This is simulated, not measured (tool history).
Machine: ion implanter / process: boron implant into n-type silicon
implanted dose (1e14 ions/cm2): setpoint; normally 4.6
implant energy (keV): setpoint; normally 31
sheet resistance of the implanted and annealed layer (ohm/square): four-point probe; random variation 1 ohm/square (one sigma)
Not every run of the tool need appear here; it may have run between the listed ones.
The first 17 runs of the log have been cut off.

run    hour  implanted dose (1e14 ions/cm2)  implant energy (keV)  wafers since the last listed run  hours since the last dose calibration  hours since the extraction supply was calibrated  hours since the gauge calibration  read-back reference wafer on the same gauge, sheet resistance  sheet resistance of the implanted and annealed layer (ohm/square)
 18  1171.6                             4.6                    31                              1265                                  281.6                                            3274.8                               77.8                                                         254.18                                                             225.59
 19  1267.5                             4.6                    31                              1714                                  377.5                                            3370.7                              173.7                                                          253.7                                                             223.87
 20    1375                             4.6                    31                              1921                                    485                                            3478.2                              281.2                                                         254.02                                                             224.37
 21  1424.2                            3.44                    31                               879                                  534.2                                            3527.4                              330.4                                                         254.24                                                             282.86
 22  1525.5                             4.6                    31                              1811                                  635.5                                            3628.7                              431.7                                                         253.82                                                             225.16
 23  1605.7                            5.83                  36.5                              1433                                  715.7                                            3708.9                              511.9                                                         253.99                                                             184.19
     1661.4  -- extraction supply calibrated
 24  1713.1                            5.45                    21                              1777                                  823.1                                              51.7                              619.3                                                         253.57                                                             204.42
 25  1786.3                             4.6                    31                              1308                                  896.3                                             124.9                              692.5                                                         253.77                                                             226.98
 26  1884.8                            5.73                    31                              1760                                  994.8                                             223.4                                791                                                         254.23                                                             189.57
 27  1941.8                             4.6                    31                              1019                                 1051.8                                             280.4                                848                                                         254.16                                                             227.76
 28  1997.4                            4.03                    38                               994                                 1107.4                                               336                              903.6                                                         253.76                                                             248.36
 29  2090.2                             4.6                  39.5                              1659                                 1200.2                                             428.8                              996.4                                                         253.95                                                             224.31
 30  2160.8                             4.6                  20.5                              1262                                 1270.8                                             499.4                               1067                                                         253.92                                                             234.64
 31  2219.8                             4.6                    31                              1054                                 1329.8                                             558.4                               1126                                                         253.72                                                             228.61
 32  2261.2                            5.05                    24                               740                                 1371.2                                             599.8                             1167.4                                                         254.23                                                             217.82
 33  2353.2                            5.57                    41                              1644                                 1463.2                                             691.8                             1259.4                                                         254.48                                                             194.43
     2503.4  -- Faraday cup replaced and dose calibrated
 34  2619.2                             4.6                    31                              4612                                  115.8                                             957.8                             1525.4                                                         253.68                                                             226.07
 35  2675.5                            5.01                    37                              1006                                  172.1                                            1014.1                             1581.7                                                         253.69                                                             205.31
 36  2766.2                            5.53                  38.5                              1621                                  262.8                                            1104.8                             1672.4                                                         254.25                                                             190.86
 37  2860.9                            5.75                  22.5                              1693                                  357.5                                            1199.5                             1767.1                                                          254.2                                                             190.79

Alternative continuations, all from the tool just after run 37; predict every row:
  A  2861.3                             4.6                    31                                 7                                  357.9                                            1199.9                             1767.5                                                              ?                                                                  ?
  B  2861.3                            3.98                    22                                 7                                  357.9                                            1199.9                             1767.5                                                              ?                                                                  ?
  C  2861.3                            3.91                    31                                 7                                  357.9                                            1199.9                             1767.5                                                              ?                                                                  ?
  D  2861.3                             4.2                    35                                 7                                  357.9                                            1199.9                             1767.5                                                              ?                                                                  ?

run  read-back reference wafer on the same gauge, sheet resistance  sheet resistance of the implanted and annealed layer (ohm/square)
  A                                                         254.29                                                             225.85
  B                                                         254.29                                                             259.86
  C                                                         254.29                                                             256.42
  D                                                         254.29                                                              240.2
Stripped of hidden state, with their random variation kept, the same runs would have yielded:
run  sheet resistance of the implanted and annealed layer (ohm/square)
  A                                                             226.08
  B                                                             260.12
  C                                                             256.68
  D                                                             240.43
